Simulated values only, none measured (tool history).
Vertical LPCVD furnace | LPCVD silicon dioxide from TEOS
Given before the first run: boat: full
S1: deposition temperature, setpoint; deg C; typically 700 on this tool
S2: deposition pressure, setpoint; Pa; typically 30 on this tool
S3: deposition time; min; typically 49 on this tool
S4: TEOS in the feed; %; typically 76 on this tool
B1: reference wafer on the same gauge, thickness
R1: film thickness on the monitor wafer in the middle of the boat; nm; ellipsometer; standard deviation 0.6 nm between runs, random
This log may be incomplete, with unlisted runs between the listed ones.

run 1 hour=0 | S1=700 S2=30 S3=49 S4=76 | B1=277.98 | R1=363.41
run 2 hour=36.5 | S1=700 S2=30 S3=49 S4=76 | B1=277.97 | R1=364
run 3 hour=97.4 | S1=700 S2=30 S3=49 S4=76 | B1=278.03 | R1=362.73
run 4 hour=172.8 | S1=700 S2=30 S3=49 S4=76 | B1=278.05 | R1=365.03
-- hour=197.1 gauge calibrated
run 5 hour=243.7 | S1=700 S2=30 S3=49 S4=76 | B1=277.98 | R1=365.58
run 6 hour=283.7 | S1=691 S2=30 S3=49 S4=76 | B1=278.01 | R1=296.25
run 7 hour=361.3 | S1=691 S2=30 S3=49 S4=76 | B1=278.01 | R1=296.54
-- hour=448.5 TEOS flow controller replaced
run 8 hour=455.7 | S1=711 S2=34 S3=49 S4=76 | B1=278.06 | R1=502.15
run 9 hour=498 | S1=695 S2=34.7 S3=34 S4=81 | B1=278 | R1=252.11
-- hour=523 thermocouples replaced and temperature profile calibrated
-- hour=535.4 pressure gauge zeroed
run 10 hour=762.3 | S1=691 S2=32 S3=33 S4=83 | B1=278.09 | R1=201.86
run 11 hour=799.2 | S1=695 S2=34.7 S3=34 S4=81 | B1=278.14 | R1=234.25
-- hour=873.7 gauge calibrated
run 12 hour=902.3 | S1=695 S2=36 S3=68.5 S4=91 | B1=277.95 | R1=512.8

Forecast run 13:
run 13 hour=975.7 | S1=700 S2=30 S3=49 S4=76 | B1=? | R1=?

B1: 278.05
R1: 344.56 nm
The same run, on a tool lacking any hidden state, would have yielded R1 339.67 nm.
